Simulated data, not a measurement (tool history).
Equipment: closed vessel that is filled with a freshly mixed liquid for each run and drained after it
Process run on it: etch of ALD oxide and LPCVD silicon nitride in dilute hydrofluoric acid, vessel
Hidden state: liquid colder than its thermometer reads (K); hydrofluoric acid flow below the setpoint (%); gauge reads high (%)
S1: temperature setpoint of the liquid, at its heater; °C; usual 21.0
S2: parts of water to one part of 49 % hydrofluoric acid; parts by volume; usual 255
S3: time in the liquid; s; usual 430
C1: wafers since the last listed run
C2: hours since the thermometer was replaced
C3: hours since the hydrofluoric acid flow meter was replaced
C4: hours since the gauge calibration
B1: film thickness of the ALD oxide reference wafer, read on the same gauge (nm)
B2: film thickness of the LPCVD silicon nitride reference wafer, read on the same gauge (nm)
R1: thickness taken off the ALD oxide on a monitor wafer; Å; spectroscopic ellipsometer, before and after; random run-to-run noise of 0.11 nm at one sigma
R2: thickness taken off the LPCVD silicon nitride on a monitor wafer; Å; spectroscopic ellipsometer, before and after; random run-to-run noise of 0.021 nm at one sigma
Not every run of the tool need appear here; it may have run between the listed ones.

run,hour,S1,S2,S3,C1,C2,C3,C4,B1,B2,R1,R2
1,0.0,21.0,255,430,0,301.8,1319.6,1154.2,60.01,129.977,132.7,7.29
2,79.0,21.0,255,430,6689,380.8,1398.6,1233.2,60.01,130.000,135.0,7.55
3,164.2,21.0,255,430,7214,466.0,1483.8,1318.4,60.00,130.028,134.3,7.15
4,228.3,21.0,290,430,5427,530.1,1547.9,1382.5,59.97,129.993,113.7,6.66
5,306.1,21.0,290,430,6587,607.9,1625.7,1460.3,59.99,129.969,112.3,6.55
6,384.8,21.0,335,590,6664,686.6,1704.4,1539.0,60.00,129.985,128.1,7.75
7,426.0,21.0,335,590,3488,727.8,1745.6,1580.2,59.99,129.986,129.7,7.51
8,505.7,21.0,335,590,6748,807.5,1825.3,1659.9,60.02,129.992,127.7,7.55
# hour 512.1: hydrofluoric acid flow meter replaced
9,605.8,21.0,255,430,8391,907.6,93.7,1760.0,60.01,130.004,133.5,7.42
10,670.6,18.0,295,590,5487,972.4,158.5,1824.8,59.98,129.983,134.9,7.16
# hour 710.7: thermometer replaced
11,750.6,23.5,185,430,6689,39.9,238.5,1904.8,60.00,129.979,215.1,11.88
# hour 751.9: gauge calibrated
12,825.3,21.0,335,590,6325,114.6,313.2,73.4,59.97,129.959,128.8,7.87
13,1043.9,25.5,255,625,18510,333.2,531.8,292.0,60.00,130.005,224.5,14.30
14,1129.5,21.0,220,430,7248,418.8,617.4,377.6,60.00,129.975,156.4,8.47
15,1201.9,19.5,195,505,6130,491.2,689.8,450.0,60.00,130.013,206.0,10.38
16,1478.9,21.0,300,295,23455,768.2,966.8,727.0,59.98,129.968,74.1,4.42
17,1530.0,25.0,375,200,4327,819.3,1017.9,778.1,60.00,129.976,43.1,2.98
18,1589.3,21.0,255,430,5021,878.6,1077.2,837.4,59.99,129.994,134.6,7.74

Describe how what the log doesn't record of the tool's condition differs between the last listed run preceding each entry between runs and the first listed run following it.
In the gap between runs 8 and 9: hydrofluoric acid flow meter replaced (hour 512.1)
  no hidden state differs between the two runs
In the gap between runs 10 and 11: thermometer replaced (hour 710.7)
  no hidden state differs between the two runs
In the gap between runs 11 and 12: gauge calibrated (hour 751.9)
  no hidden state differs between the two runs
